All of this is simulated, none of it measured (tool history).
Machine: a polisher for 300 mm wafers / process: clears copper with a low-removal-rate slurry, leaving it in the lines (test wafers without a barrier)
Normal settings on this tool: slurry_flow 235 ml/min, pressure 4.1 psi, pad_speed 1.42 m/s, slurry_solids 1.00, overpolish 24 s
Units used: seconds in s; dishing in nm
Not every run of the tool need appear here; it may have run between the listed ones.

run     day  slurry_flow  pressure  pad_speed  slurry_solids  overpolish  wafers since the last listed run  wafers polished on this pad  hours since the slurry nozzle was cleaned  hours since the head pressure was calibrated  hours since the slurry blender was calibrated  incoming thickness of the incoming film, nm  seconds  dishing
  1   0.000          235       4.1       1.42           1.00          24                                 0                         1060                                      180.4                                         291.1                                          294.3                                        680.0    117.6     83.0
  2   1.967          235       4.1       1.42           1.00          24                               341                         1401                                      227.6                                         338.3                                          341.5                                        677.0    115.3     81.9
      4.229  -- head pressure recalibrated
  3   4.346          235       4.1       1.42           1.00          24                               398                         1799                                      284.7                                           2.8                                          398.6                                        666.7    122.3     81.2
      5.971  -- slurry blender recalibrated
  4   7.092          235       4.1       1.42           1.00          24                               461                         2261                                      350.6                                          68.7                                           26.9                                        680.3    116.1     85.4
      8.054  -- slurry nozzle cleaned
      9.517  -- worn pad replaced by a new one
  5  13.638          235       4.1       1.42           1.00          24                              1099                          714                                      134.0                                         225.8                                          184.0                                        670.1    111.9     83.8
  6  14.892          235       4.1       1.42           1.00          24                               217                          932                                      164.1                                         255.9                                          214.1                                        666.6    116.6     82.3
  7  16.517          235       4.1       1.42           1.00          24                               281                         1214                                      203.1                                         294.9                                          253.1                                        661.6    113.9     80.4
     20.721  -- slurry blender recalibrated
  8  20.750          235       4.1       1.42           1.00          24                               719                         1933                                      304.7                                         396.5                                            0.7                                        660.3    111.4     83.7
     22.125  -- head pressure recalibrated
  9  22.738          235       4.1       1.42           1.00          24                               330                         2264                                      352.4                                          14.7                                           48.4                                        669.7    115.9     81.9
     23.971  -- slurry nozzle cleaned
 10  24.192          235       4.1       1.42           1.00          24                               244                         2509                                        5.3                                          49.6                                           83.3                                        669.8    107.1     85.8
     25.954  -- worn pad replaced by a new one
 11  26.862          235       4.5       1.42           1.00          28                               434                          157                                       69.4                                         113.7                                          147.4                                        683.1    106.9     96.7
 12  28.342          235       3.6       1.82           0.85          24                               256                          413                                      104.9                                         149.2                                          182.9                                        669.1     96.2     88.8
 13  29.812          235       4.1       1.42           1.00          24                               255                          668                                      140.2                                         184.5                                          218.2                                        674.3    112.5     83.2
 14  31.767          235       4.1       1.10           1.00          36                               338                         1007                                      187.1                                         231.4                                          265.1                                        678.0    151.9     90.4
 15  34.283          235       4.1       1.42           1.00          24                               436                         1444                                      247.5                                         291.8                                          325.5                                        658.6    116.6     80.1
 16  35.338          165       4.1       1.42           1.00          24                               182                         1627                                      272.8                                         317.1                                          350.8                                        664.6    127.6     78.8
 17  38.333          235       5.1       1.80           0.85          34                               519                         2146                                      344.7                                         389.0                                          422.7                                        676.9     87.0    117.6
     39.275  -- slurry blender recalibrated
     40.288  -- slurry nozzle cleaned
     40.488  -- head pressure recalibrated
 18  40.721          200       4.1       1.74           1.00          24                               377                         2524                                       10.4                                           5.6                                           34.7                                        661.4     89.8     96.3
 19  42.492          235       4.1       0.92           1.20          24                               307                         2831                                       52.9                                          48.1                                           77.2                                        663.1    156.2     68.0
     43.217  -- worn pad replaced by a new one
 20  45.321          235       3.1       1.42           1.15          24                               461                          365                                      120.8                                         116.0                                          145.1                                        679.5    132.1     73.9
 21  48.100          235       4.1       1.62           1.30          24                               481                          847                                      187.5                                         182.7                                          211.8                                        664.5     92.5     93.7
 22  50.121          235       4.1       1.42           1.00          24                               350                         1197                                      236.0                                         231.2                                          260.3                                        665.6    116.6     82.5
     55.004  -- slurry nozzle cleaned
     56.071  -- slurry blender recalibrated
 23  56.375          275       4.1       1.42           1.15          34                              1062                         2260                                       32.9                                         381.3                                            7.3                                        667.1    100.5    107.5
 24  57.458          275       4.1       1.42           1.00          24                               187                         2448                                       58.9                                         407.3                                           33.3                                        675.8    110.0     86.8
     57.779  -- head pressure recalibrated
 25  58.679          235       4.1       1.42           0.85          24                               197                         2645                                       88.2                                          21.6                                           62.6                                        669.9    113.9     85.1
 26  61.450          235       4.1       0.96           1.00          24                               480                         3126                                      154.7                                          88.1                                          129.1                                        671.3    165.3     64.3
     62.358  -- worn pad replaced by a new one
 27  63.117          235       4.1       1.14           1.00          33                               260                          131                                      194.7                                         128.1                                          169.1                                        673.0    142.7     89.7
 28  65.838          235       4.1       1.42           1.00          24                               471                          603                                      260.0                                         193.4                                          234.4                                        681.7    116.6     82.1

Alternative continuations, all from the tool just after run 28; predict every row:
  A  65.858          235       4.1       1.42           1.00          24                                 3                          607                                      260.5                                         193.9                                          234.9                                        673.2        ?        ?
  B  65.858          235       4.1       1.80           0.90          12                                 3                          607                                      260.5                                         193.9                                          234.9                                        673.2        ?        ?
  C  65.858          285       4.1       1.02           1.00          24                                 3                          607                                      260.5                                         193.9                                          234.9                                        673.2        ?        ?
  D  65.858          195       4.6       1.64           1.00          34                                 3                          607                                      260.5                                         193.9                                          234.9                                        673.2        ?        ?

run  seconds  dishing
  A    117.5     83.0
  B     95.4     59.1
  C    159.3     67.5
  D     95.7    113.5
Had the tool no hidden state, the same runs would have come out as:
run  seconds  dishing
  A    107.1     87.9
  B     87.0     63.3
  C    146.2     71.8
  D     86.5    118.5
